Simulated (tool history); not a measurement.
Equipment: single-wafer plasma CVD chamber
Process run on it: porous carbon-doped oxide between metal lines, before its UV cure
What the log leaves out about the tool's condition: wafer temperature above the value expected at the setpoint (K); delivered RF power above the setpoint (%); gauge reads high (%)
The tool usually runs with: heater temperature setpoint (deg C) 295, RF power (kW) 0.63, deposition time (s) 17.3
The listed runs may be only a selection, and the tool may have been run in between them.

run,hour,heater temperature setpoint (deg C),RF power (kW),deposition time (s),wafers since the last listed run,hours since the last thermocouple change,hours since the last RF generator calibration,hours since the showerhead was replaced,hours since the gauge calibration,"read-back reference wafer on the same gauge, thickness_nm",mean film thickness on the monitor wafer (angstrom)
1,0,295,0.63,17.3,0,2297.1,1553.2,3958.8,527.2,134.034,1230.06
2,29.1,295,0.63,18.8,568,2326.2,1582.3,3987.9,556.3,134.028,1321.8
3,44.3,295,0.63,18.8,296,2341.4,1597.5,4003.1,571.5,133.948,1330.9
4,68.7,295,0.63,17.3,476,2365.8,1621.9,4027.5,595.9,134.023,1223.74
5,94.4,295,0.63,17.3,501,2391.5,1647.6,4053.2,621.6,134.145,1223.03
6,112.4,295,0.63,17.3,351,2409.5,1665.6,4071.2,639.6,134.103,1221.65
7,134.6,295,0.68,17.3,433,2431.7,1687.8,4093.4,661.8,133.974,1311.45
8,161.7,295,0.68,17.3,529,2458.8,1714.9,4120.5,688.9,133.918,1305.76
9,186.6,295,0.68,17.3,486,2483.7,1739.8,4145.4,713.8,134.032,1308.48
10,210,295,0.63,15,456,2507.1,1763.2,4168.8,737.2,133.919,1061.52
11,237.7,295,0.63,15,540,2534.8,1790.9,4196.5,764.9,134,1060.68
12,250.3,287,0.63,17.3,246,2547.4,1803.5,4209.1,777.5,134.06,1286.18
13,272.1,295,0.63,17.3,425,2569.2,1825.3,4230.9,799.3,134.064,1213.37
14,374.9,295,0.63,17.3,2007,2672,1928.1,4333.7,902.1,133.92,1217.89
15,424.3,306,0.63,17.3,964,2721.4,1977.5,4383.1,951.5,134.138,1127.45
16,458.2,295,0.63,17.3,662,2755.3,2011.4,4417,985.4,134.027,1212.35
# hour 480.3: showerhead replaced
17,480.8,295,0.63,17.3,285,2777.9,2034,0.5,1008,133.928,1212.27
18,499.9,287,0.63,17.3,373,2797,2053.1,19.6,1027.1,134.002,1282.53
# hour 500.6: gauge calibrated
19,514.3,295,0.705,17.3,281,2811.4,2067.5,34,13.7,134.077,1345.37
# hour 526.9: RF generator calibrated
# hour 546.5: thermocouple changed; heater temperature recalibrated
20,557.7,295,0.63,17.3,535,11.2,30.8,77.4,57.1,134.098,1165.63
21,642.4,295,0.63,17.3,1654,95.9,115.5,162.1,141.8,133.967,1162.46
22,677.9,295,0.565,18.8,693,131.4,151,197.6,177.3,133.996,1133.43
# hour 702.2: RF generator calibrated, repeated, since the last time left the tool worse
23,704.5,284,0.725,19.4,363,158,2.3,224.2,203.9,134.115,1729.67
24,725.4,287,0.63,14.4,408,178.9,23.2,245.1,224.8,133.935,1113.95
25,741.7,295,0.63,17.3,318,195.2,39.5,261.4,241.1,134.077,1258.85
26,790.7,308,0.665,20,956,244.2,88.5,310.4,290.1,133.981,1400.21
27,882.8,280,0.55,15.8,1798,336.3,180.6,402.5,382.2,133.983,1116.85
28,944.3,295,0.67,19.2,1201,397.8,242.1,464,443.7,133.94,1469.7
29,956.4,295,0.63,17.3,236,409.9,254.2,476.1,455.8,134.035,1259
30,970.8,295,0.63,17.3,281,424.3,268.6,490.5,470.2,133.95,1253.27
31,990.3,310,0.63,14.9,380,443.8,288.1,510,489.7,134.078,982.68
32,1003.9,295,0.63,17.3,265,457.4,301.7,523.6,503.3,134.077,1251.05
33,1018.5,295,0.63,20,285,472,316.3,538.2,517.9,134.089,1447.42
34,1031.3,285,0.73,15.1,249,484.8,329.1,551,530.7,133.95,1349.39
35,1051.2,309,0.535,18.5,388,504.7,349,570.9,550.6,134.018,1029.24

Consider 3 possible next runs. They are alternatives, not a sequence: every one starts from the tool as it was left by run 35. What does each give?
A,1051.6,295,0.51,17.3,7,505.1,349.4,571.3,551,?,?
B,1051.6,305,0.63,18.6,7,505.1,349.4,571.3,551,?,?
C,1051.6,295,0.665,17.3,7,505.1,349.4,571.3,551,?,?

run,"read-back reference wafer on the same gauge, thickness_nm",mean film thickness on the monitor wafer (angstrom)
A,133.996,1002.35
B,133.996,1259.63
C,133.996,1319.18
Stripped of hidden state, with their random variation kept, the same runs would have yielded:
run,mean film thickness on the monitor wafer (angstrom)
A,1013.02
B,1270.87
C,1330.76
